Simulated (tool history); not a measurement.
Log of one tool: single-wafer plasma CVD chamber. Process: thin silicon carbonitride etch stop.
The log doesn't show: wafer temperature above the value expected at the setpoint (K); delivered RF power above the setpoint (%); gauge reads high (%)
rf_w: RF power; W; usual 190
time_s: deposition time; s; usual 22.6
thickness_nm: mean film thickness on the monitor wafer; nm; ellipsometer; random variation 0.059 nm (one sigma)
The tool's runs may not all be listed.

run	hour	rf_w	time_s	wafers since the last listed run	hours since the last thermocouple change	hours since the last RF generator calibration	hours since the showerhead was replaced	hours since the gauge calibration	read-back reference wafer on the same gauge, thickness_nm	thickness_nm
1	0.0	165	19.0	0	2374.5	1385.2	3001.0	580.0	13.519	10.238
2	77.2	190	22.6	2750	2451.7	1462.4	3078.2	657.2	13.492	12.785
3	137.2	190	22.6	2137	2511.7	1522.4	3138.2	717.2	13.469	12.823
4	187.4	190	22.6	1788	2561.9	1572.6	3188.4	767.4	13.504	12.832
5	273.0	190	21.6	3049	2647.5	1658.2	3274.0	853.0	13.503	12.302
6	346.7	190	21.6	2625	2721.2	1731.9	3347.7	926.7	13.488	12.226
# hour 367.2: gauge calibrated
# hour 447.6: thermocouple changed; heater temperature recalibrated
# hour 454.7: showerhead replaced
7	455.2	170	22.6	3328	7.6	1840.4	0.5	88.0	13.505	12.412
8	505.7	205	20.1	1799	58.1	1890.9	51.0	138.5	13.513	11.613

Run 9 comes next. What will it give?
# hour 574.9: RF generator calibrated
9	651.7	210	26.4	4916	204.1	76.8	197.0	284.5	?	?

{"run 9": {"read-back reference wafer on the same gauge, thickness_nm": 13.486, "thickness_nm": 15.413}}
Without the tool's hidden state the same run would have given thickness_nm 15.413 nm.
